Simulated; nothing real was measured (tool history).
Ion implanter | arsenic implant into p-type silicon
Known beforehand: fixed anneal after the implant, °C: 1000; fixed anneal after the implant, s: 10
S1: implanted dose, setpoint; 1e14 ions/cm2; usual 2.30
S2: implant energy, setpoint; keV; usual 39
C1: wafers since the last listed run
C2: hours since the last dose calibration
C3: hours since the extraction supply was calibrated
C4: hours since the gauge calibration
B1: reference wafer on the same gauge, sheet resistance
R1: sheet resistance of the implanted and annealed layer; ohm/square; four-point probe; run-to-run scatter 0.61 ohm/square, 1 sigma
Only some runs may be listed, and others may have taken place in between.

run   hour    S1  S2   C1     C2      C3     C4      B1      R1
  1    0.0  2.30  39    0  845.3  4194.6  111.6  313.01  336.03
  2   17.9  2.73  39  250  863.2  4212.5  129.5  312.88  296.37
  3   25.5  2.73  39  106  870.8  4220.1  137.1  312.90  295.98
  4   37.6  2.73  39  169  882.9  4232.2  149.2  312.96  295.72
  5   48.4  2.30  39  150  893.7  4243.0  160.0  313.05  335.38
  6   64.7  2.30  39  227  910.0  4259.3  176.3  312.99  334.09
  7   72.2  2.30  39  104  917.5  4266.8  183.8  313.06  335.53
  8   81.1  1.96  39  124  926.4  4275.7  192.7  313.05  375.92
  9   91.5  1.96  39  145  936.8  4286.1  203.1  313.02  375.98
      92.7  -- gauge calibrated
 10  103.1  1.96  39  162  948.4  4297.7   10.4  313.03  378.06
 11  115.2  2.30  39  169  960.5  4309.8   22.5  313.01  335.22
 12  122.3  2.30  39   99  967.6  4316.9   29.6  312.94  335.32

Run 13 is up next; what results do you expect?
 13  131.7  2.03  49  131  977.0  4326.3  39.0   ?   ?

Run 13 produced B1 312.91, R1 354.12 ohm/square.
Minus the tool's unlogged condition, the same run would have read R1 342.43 ohm/square.
